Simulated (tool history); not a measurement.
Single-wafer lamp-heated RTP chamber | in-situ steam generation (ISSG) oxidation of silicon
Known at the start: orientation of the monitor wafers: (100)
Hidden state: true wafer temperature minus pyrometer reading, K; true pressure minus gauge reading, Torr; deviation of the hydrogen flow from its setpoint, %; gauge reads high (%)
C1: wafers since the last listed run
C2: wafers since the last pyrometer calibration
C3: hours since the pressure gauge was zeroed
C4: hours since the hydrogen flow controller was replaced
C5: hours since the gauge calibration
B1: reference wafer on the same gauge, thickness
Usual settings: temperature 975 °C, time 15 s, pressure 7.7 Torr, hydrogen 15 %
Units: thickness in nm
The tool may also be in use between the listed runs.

Run 1, hour 0.0: usual settings; C1 0; C2 819; C3 748.8; C4 2535.6; C5 513.7; B1 3.301. Result: thickness 4.041 nm.
Run 2, hour 78.2: usual settings; C1 477; C2 1296; C3 827.0; C4 2613.8; C5 591.9; B1 3.299. Result: thickness 4.027 nm.
Run 3, hour 180.4: usual settings; C1 624; C2 1920; C3 929.2; C4 2716.0; C5 694.1; B1 3.301. Result: thickness 4.061 nm.
Run 4, hour 217.5: usual settings; C1 226; C2 2147; C3 966.3; C4 2753.1; C5 731.2; B1 3.300. Result: thickness 4.097 nm.
Run 5, hour 264.6: usual settings; C1 287; C2 2434; C3 1013.4; C4 2800.2; C5 778.3; B1 3.302. Result: thickness 4.096 nm.
Run 6, hour 310.8: usual settings but hydrogen 18 %; C1 282; C2 2717; C3 1059.6; C4 2846.4; C5 824.5; B1 3.300. Result: thickness 4.303 nm.
Run 7, hour 389.1: usual settings but hydrogen 18 %; C1 478; C2 3195; C3 1137.9; C4 2924.7; C5 902.8; B1 3.302. Result: thickness 4.285 nm.
Run 8, hour 436.0: usual settings but hydrogen 18 %; C1 286; C2 3481; C3 1184.8; C4 2971.6; C5 949.7; B1 3.298. Result: thickness 4.316 nm.
At hour 444.7: pyrometer window cleaned and pyrometer calibrated.
Run 9, hour 505.5: usual settings; C1 375; C2 371; C3 1254.3; C4 3041.1; C5 1019.2; B1 3.300. Result: thickness 4.025 nm.
At hour 526.6: gauge calibrated.
At hour 544.3: pressure gauge zeroed.
Run 10, hour 602.5: usual settings; C1 543; C2 914; C3 58.2; C4 3138.1; C5 75.9; B1 3.302. Result: thickness 4.050 nm.
Run 11, hour 670.1: usual settings but temperature 959 °C, time 20 s, pressure 6.9 Torr, hydrogen 12 %; C1 412; C2 1327; C3 125.8; C4 3205.7; C5 143.5; B1 3.298. Result: thickness 4.142 nm.
Run 12, hour 710.8: usual settings but time 20 s; C1 248; C2 1575; C3 166.5; C4 3246.4; C5 184.2; B1 3.300. Result: thickness 4.634 nm.
Run 13, hour 757.5: usual settings but temperature 969 °C, time 11 s, hydrogen 11 %; C1 285; C2 1860; C3 213.2; C4 3293.1; C5 230.9; B1 3.298. Result: thickness 3.290 nm.
At hour 781.0: hydrogen flow controller replaced.
At hour 1013.1: pyrometer window cleaned and pyrometer calibrated.
Run 14, hour 1020.9: usual settings but temperature 985 °C, time 12 s, pressure 6.9 Torr, hydrogen 18 %; C1 1510; C2 47; C3 476.6; C4 239.9; C5 494.3; B1 3.300. Result: thickness 3.896 nm.
Run 15, hour 1076.9: usual settings but temperature 981 °C, time 11 s, pressure 8.7 Torr, hydrogen 18 %; C1 341; C2 389; C3 532.6; C4 295.9; C5 550.3; B1 3.301. Result: thickness 3.757 nm.
Run 16, hour 1129.9: usual settings but temperature 993 °C, hydrogen 11 %; C1 323; C2 712; C3 585.6; C4 348.9; C5 603.3; B1 3.299. Result: thickness 3.997 nm.
Run 17, hour 1169.5: usual settings but temperature 984 °C, time 11 s, pressure 6.9 Torr, hydrogen 20 %; C1 241; C2 954; C3 625.2; C4 388.5; C5 642.9; B1 3.298. Result: thickness 3.876 nm.
Run 18, hour 1250.4: usual settings but hydrogen 18 %; C1 493; C2 1448; C3 706.1; C4 469.4; C5 723.8; B1 3.301. Result: thickness 4.243 nm.

Some steps in thickness between neighbouring runs. How much of each would the tool show without its hidden state too (settings, what came in, random variation), and how much is left for the hidden state, with any gauge scatter that isn't in both results?
Run 8 -> 9: hydrogen 18 -> 15, pyrometer window cleaned and pyrometer calibrated. thickness -0.291 nm: hidden state -0.124, all else -0.167.
Run 12 -> 13: temperature 975 -> 969, time 20 -> 11, hydrogen 15 -> 11. thickness -1.344 nm: hidden state -0.034, all else -1.310.

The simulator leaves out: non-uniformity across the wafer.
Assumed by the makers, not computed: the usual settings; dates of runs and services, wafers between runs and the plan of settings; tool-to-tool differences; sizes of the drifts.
